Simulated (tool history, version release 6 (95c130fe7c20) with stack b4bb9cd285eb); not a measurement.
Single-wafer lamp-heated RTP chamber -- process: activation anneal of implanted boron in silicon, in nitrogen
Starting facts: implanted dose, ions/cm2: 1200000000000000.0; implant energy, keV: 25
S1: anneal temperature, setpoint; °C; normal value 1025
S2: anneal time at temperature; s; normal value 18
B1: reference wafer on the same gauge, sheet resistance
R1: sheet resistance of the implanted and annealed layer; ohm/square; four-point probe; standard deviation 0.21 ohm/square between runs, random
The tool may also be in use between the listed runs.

run,hour,S1,S2,B1,R1
1,0,1025,18,128.03,107.12
2,37.2,1025,18,127.97,107.4
3,92.9,1025,18,127.96,107.39
# hour 103.8: reflector plate cleaned
4,157.3,1025,18,128.01,107.36
5,203.8,1025,18,128.03,107.62
6,266.8,1025,18,127.93,107.79
# hour 316.6: pyrometer window cleaned and pyrometer calibrated
7,357.9,1048,14,128.14,105.97
8,458.5,1048,14,127.94,106.25
9,562.5,1048,14,127.98,105.96
10,624.7,1025,18,128.04,107.58
# hour 703.6: pyrometer window cleaned and pyrometer calibrated
11,704.1,1018,11,127.98,108.74
# hour 723.6: reflector plate cleaned
12,802.5,1018,11,127.83,108.22
13,877.3,1025,18,128.01,107.08
14,972.3,1025,14,127.91,106.64
# hour 1051: reflector plate cleaned, repeated, since the last time left the tool worse
# hour 1057.3: pyrometer window cleaned and pyrometer calibrated
15,1057.8,998,8,127.83,115.52
16,1095,1025,18,128,107.63
17,1140.1,1041,12,127.99,106.42
18,1235,1025,18,128.1,107.52
# hour 1238.1: gauge calibrated
19,1333.1,1043,23,128.04,105.87
20,1396.7,1015,22,127.91,108.23
# hour 1424.4: pyrometer window cleaned and pyrometer calibrated
21,1442.3,1048,27,128.02,105.27
22,1509.4,998,8,128.11,114.33
# hour 1555.7: reflector plate cleaned
23,1572.2,1005,28,128.09,109.94
24,1623.5,997,26,128.06,111.94
25,1689.2,999,11,127.98,113.57
26,1745.2,1006,8,127.97,111.97

What if the next run were any one of these 4? Each begins from the tool's condition after run 26:
A,1745.6,1025,18,?,?
B,1745.6,1044,11,?,?
C,1745.6,1047,18,?,?
D,1745.6,1045,7,?,?

run,B1,R1
A,127.99,106.96
B,127.99,105.98
C,127.99,105.47
D,127.99,106.22
Without the tool's unlogged condition, the same runs would have read:
run,R1
A,107.2
B,106.11
C,105.59
D,106.36

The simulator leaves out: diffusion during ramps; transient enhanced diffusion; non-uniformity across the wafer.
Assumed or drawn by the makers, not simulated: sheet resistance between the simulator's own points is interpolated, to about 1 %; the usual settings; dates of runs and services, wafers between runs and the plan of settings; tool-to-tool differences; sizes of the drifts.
